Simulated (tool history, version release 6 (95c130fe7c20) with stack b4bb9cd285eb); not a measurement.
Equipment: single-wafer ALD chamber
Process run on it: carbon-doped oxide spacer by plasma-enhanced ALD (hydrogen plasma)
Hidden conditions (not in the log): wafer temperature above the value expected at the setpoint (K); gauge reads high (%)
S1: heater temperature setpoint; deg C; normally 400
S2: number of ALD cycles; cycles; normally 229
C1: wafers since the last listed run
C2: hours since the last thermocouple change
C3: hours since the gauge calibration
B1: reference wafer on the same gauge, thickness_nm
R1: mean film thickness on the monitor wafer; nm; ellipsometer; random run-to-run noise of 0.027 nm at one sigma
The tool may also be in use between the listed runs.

run	hour	S1	S2	C1	C2	C3	B1	R1
1	0.0	400	229	0	2345.2	116.6	9.551	10.728
2	15.5	407	229	22	2360.7	132.1	9.554	10.495
3	27.4	407	229	17	2372.6	144.0	9.562	10.554
4	44.4	400	229	25	2389.6	161.0	9.565	10.755
5	54.0	393	199	14	2399.2	170.6	9.568	9.281
6	60.2	400	229	9	2405.4	176.8	9.574	10.704
7	77.6	400	229	25	2422.8	194.2	9.583	10.716
8	93.9	400	216	24	2439.1	210.5	9.588	10.120
9	103.7	393	187	14	2448.9	220.3	9.591	8.794
10	109.7	400	229	8	2454.9	226.3	9.588	10.728
11	123.9	412	251	20	2469.1	240.5	9.598	11.471
# hour 138.7: gauge calibrated
# hour 138.9: thermocouple changed; heater temperature recalibrated
12	139.5	390	194	11	0.6	0.8	9.495	9.017
13	156.3	409	254	24	17.4	17.6	9.510	11.537
14	166.6	394	247	15	27.7	27.9	9.507	11.521
15	183.9	387	208	25	45.0	45.2	9.513	9.701
16	197.3	414	202	19	58.4	58.6	9.518	9.085
17	208.9	400	229	17	70.0	70.2	9.528	10.656

Forecast each of these 3 alternatives for the next run:
A	209.6	400	275	1	70.7	70.9	?	?
B	209.6	410	183	1	70.7	70.9	?	?
C	209.6	404	229	1	70.7	70.9	?	?

run	B1	R1
A	9.525	12.852
B	9.525	8.327
C	9.525	10.589
With no hidden state in the tool, these same runs would have given:
run	R1
A	12.819
B	8.305
C	10.562
